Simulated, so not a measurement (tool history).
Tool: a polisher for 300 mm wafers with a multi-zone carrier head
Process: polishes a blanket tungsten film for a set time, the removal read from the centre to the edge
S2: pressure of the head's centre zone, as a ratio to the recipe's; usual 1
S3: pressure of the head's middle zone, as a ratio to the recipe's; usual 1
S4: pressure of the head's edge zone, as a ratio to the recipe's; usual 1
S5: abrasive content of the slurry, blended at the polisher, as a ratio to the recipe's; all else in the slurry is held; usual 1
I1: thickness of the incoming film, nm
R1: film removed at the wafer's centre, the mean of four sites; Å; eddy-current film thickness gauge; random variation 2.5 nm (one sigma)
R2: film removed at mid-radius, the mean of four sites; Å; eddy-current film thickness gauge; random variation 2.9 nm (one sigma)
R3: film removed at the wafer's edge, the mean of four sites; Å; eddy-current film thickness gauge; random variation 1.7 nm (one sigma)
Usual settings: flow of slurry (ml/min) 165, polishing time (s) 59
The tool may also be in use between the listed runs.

run 1 day=0 | flow_of_slurry_(ml/min)=165 S2=1 S3=1 S4=1 S5=1 polishing_time_(s)=59 | I1=610.8 | R1=2077 R2=2066 R3=2072
-- day=0.404 slurry nozzle cleaned
-- day=1.208 worn pad replaced by a new one
run 2 day=1.488 | flow_of_slurry_(ml/min)=165 S2=1 S3=1 S4=1 S5=1 polishing_time_(s)=59 | I1=598.4 | R1=2043 R2=2088 R3=2091
run 3 day=4.079 | flow_of_slurry_(ml/min)=165 S2=1 S3=1 S4=0.95 S5=1 polishing_time_(s)=59 | I1=597.9 | R1=2066 R2=2025 R3=2053
run 4 day=6.608 | flow_of_slurry_(ml/min)=165 S2=1 S3=1 S4=0.95 S5=1 polishing_time_(s)=59 | I1=601.3 | R1=2038 R2=2081 R3=2048
run 5 day=8.154 | flow_of_slurry_(ml/min)=165 S2=1 S3=1 S4=0.95 S5=1 polishing_time_(s)=59 | I1=595.9 | R1=2052 R2=2049 R3=2039
-- day=9.758 worn pad replaced by a new one
run 6 day=10.896 | flow_of_slurry_(ml/min)=135 S2=1 S3=1 S4=1 S5=1 polishing_time_(s)=59 | I1=600 | R1=1941 R2=1968 R3=2054
-- day=11.075 slurry nozzle cleaned
-- day=12.342 centre zone pressure recalibrated
-- day=13.483 edge zone pressure recalibrated
run 7 day=13.504 | flow_of_slurry_(ml/min)=165 S2=1 S3=1 S4=1 S5=1 polishing_time_(s)=59 | I1=590.9 | R1=2065 R2=2062 R3=2095
run 8 day=15.954 | flow_of_slurry_(ml/min)=165 S2=1 S3=1 S4=1 S5=1 polishing_time_(s)=59 | I1=608.9 | R1=2059 R2=2122 R3=2064
-- day=17.592 worn pad replaced by a new one
run 9 day=18.792 | flow_of_slurry_(ml/min)=165 S2=1 S3=1 S4=1 S5=1 polishing_time_(s)=59 | I1=597.9 | R1=2051 R2=2065 R3=2098
run 10 day=20.538 | flow_of_slurry_(ml/min)=165 S2=1 S3=1 S4=1.08 S5=1 polishing_time_(s)=59 | I1=603.7 | R1=2047 R2=2036 R3=2147

The next listed run, before its measurement:
run 11 day=21.667 | flow_of_slurry_(ml/min)=105 S2=1.04 S3=1 S4=1 S5=1.15 polishing_time_(s)=73 | I1=598.3 | R1=? R2=? R3=?

Run 11 gave R1 2504 Å, R2 2465 Å, R3 2497 Å.
Without the tool's hidden state the same run would have given R1 2504 Å, R2 2465 Å, R3 2497 Å.
